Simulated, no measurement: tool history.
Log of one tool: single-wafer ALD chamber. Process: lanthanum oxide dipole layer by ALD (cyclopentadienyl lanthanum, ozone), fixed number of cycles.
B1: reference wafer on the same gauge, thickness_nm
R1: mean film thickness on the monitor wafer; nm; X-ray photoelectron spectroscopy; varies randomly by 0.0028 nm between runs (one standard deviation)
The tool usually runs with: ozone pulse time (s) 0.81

{"run": 1, "hour": 0.0, "ozone pulse time (s)": 0.81, "B1": 0.405, "R1": 0.489}
{"run": 2, "hour": 43.7, "ozone pulse time (s)": 0.81, "B1": 0.405, "R1": 0.489}
{"run": 3, "hour": 111.4, "ozone pulse time (s)": 0.81, "B1": 0.405, "R1": 0.489}
{"run": 4, "hour": 198.2, "ozone pulse time (s)": 0.58, "B1": 0.404, "R1": 0.448}
{"hour": 231.1, "done": "ozone generator serviced"}
{"run": 5, "hour": 271.0, "ozone pulse time (s)": 0.58, "B1": 0.404, "R1": 0.452}
{"run": 6, "hour": 364.5, "ozone pulse time (s)": 0.58, "B1": 0.405, "R1": 0.448}
{"hour": 452.9, "done": "showerhead replaced"}
{"hour": 464.3, "done": "gauge calibrated"}
{"run": 7, "hour": 464.4, "ozone pulse time (s)": 0.81, "B1": 0.405, "R1": 0.49}
{"run": 8, "hour": 510.3, "ozone pulse time (s)": 1.01, "B1": 0.404, "R1": 0.516}
{"run": 9, "hour": 565.4, "ozone pulse time (s)": 0.59, "B1": 0.404, "R1": 0.453}
{"run": 10, "hour": 627.2, "ozone pulse time (s)": 0.59, "B1": 0.404, "R1": 0.45}
{"run": 11, "hour": 668.5, "ozone pulse time (s)": 0.88, "B1": 0.404, "R1": 0.494}

Estimate the outcome of run 12 from the log above:
{"hour": 740.9, "done": "thermocouple changed; heater temperature recalibrated"}
{"run": 12, "hour": 774.9, "ozone pulse time (s)": 0.92, "B1": "?", "R1": "?"}

B1: 0.404
R1: 0.506 nm
With no hidden state in the tool, this same run would have given R1 0.506 nm.
